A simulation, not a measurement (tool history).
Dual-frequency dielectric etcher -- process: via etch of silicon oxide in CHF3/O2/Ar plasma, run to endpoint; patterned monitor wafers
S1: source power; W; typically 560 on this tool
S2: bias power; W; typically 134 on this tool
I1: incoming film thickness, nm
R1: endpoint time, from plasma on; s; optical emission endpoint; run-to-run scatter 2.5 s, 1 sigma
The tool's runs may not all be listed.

run 1 day=0.000 | S1=560 S2=115 | I1=710.7 | R1=411.8
run 2 day=0.271 | S1=560 S2=115 | I1=717.5 | R1=411.2
run 3 day=0.646 | S1=560 S2=134 | I1=711.6 | R1=399.0
run 4 day=1.233 | S1=560 S2=134 | I1=708.7 | R1=392.5
run 5 day=1.679 | S1=500 S2=134 | I1=704.8 | R1=403.8
run 6 day=2.112 | S1=560 S2=134 | I1=710.6 | R1=393.4
run 7 day=2.612 | S1=560 S2=134 | I1=712.8 | R1=400.0
run 8 day=3.267 | S1=560 S2=134 | I1=721.1 | R1=400.5
-- day=3.638 source power generator calibrated
run 9 day=3.983 | S1=560 S2=134 | I1=703.0 | R1=392.7
run 10 day=5.254 | S1=560 S2=134 | I1=709.0 | R1=400.5
run 11 day=5.638 | S1=560 S2=134 | I1=713.7 | R1=399.2
-- day=6.842 upper electrode replaced
run 12 day=6.862 | S1=470 S2=134 | I1=712.9 | R1=430.7
run 13 day=6.879 | S1=560 S2=112 | I1=713.2 | R1=424.0
run 14 day=6.975 | S1=560 S2=134 | I1=724.3 | R1=410.3
run 15 day=7.704 | S1=560 S2=134 | I1=717.5 | R1=399.5
run 16 day=8.029 | S1=560 S2=134 | I1=720.4 | R1=406.6
run 17 day=8.500 | S1=640 S2=134 | I1=710.6 | R1=378.2

Run 18, settings as shown, results not yet in. Your forecast:
run 18 day=8.929 | S1=560 S2=134 | I1=710.1 | R1=?

Run 18 came out at R1 398.1 s.
The same run, on a tool lacking any hidden state, would have yielded R1 380.0 s.
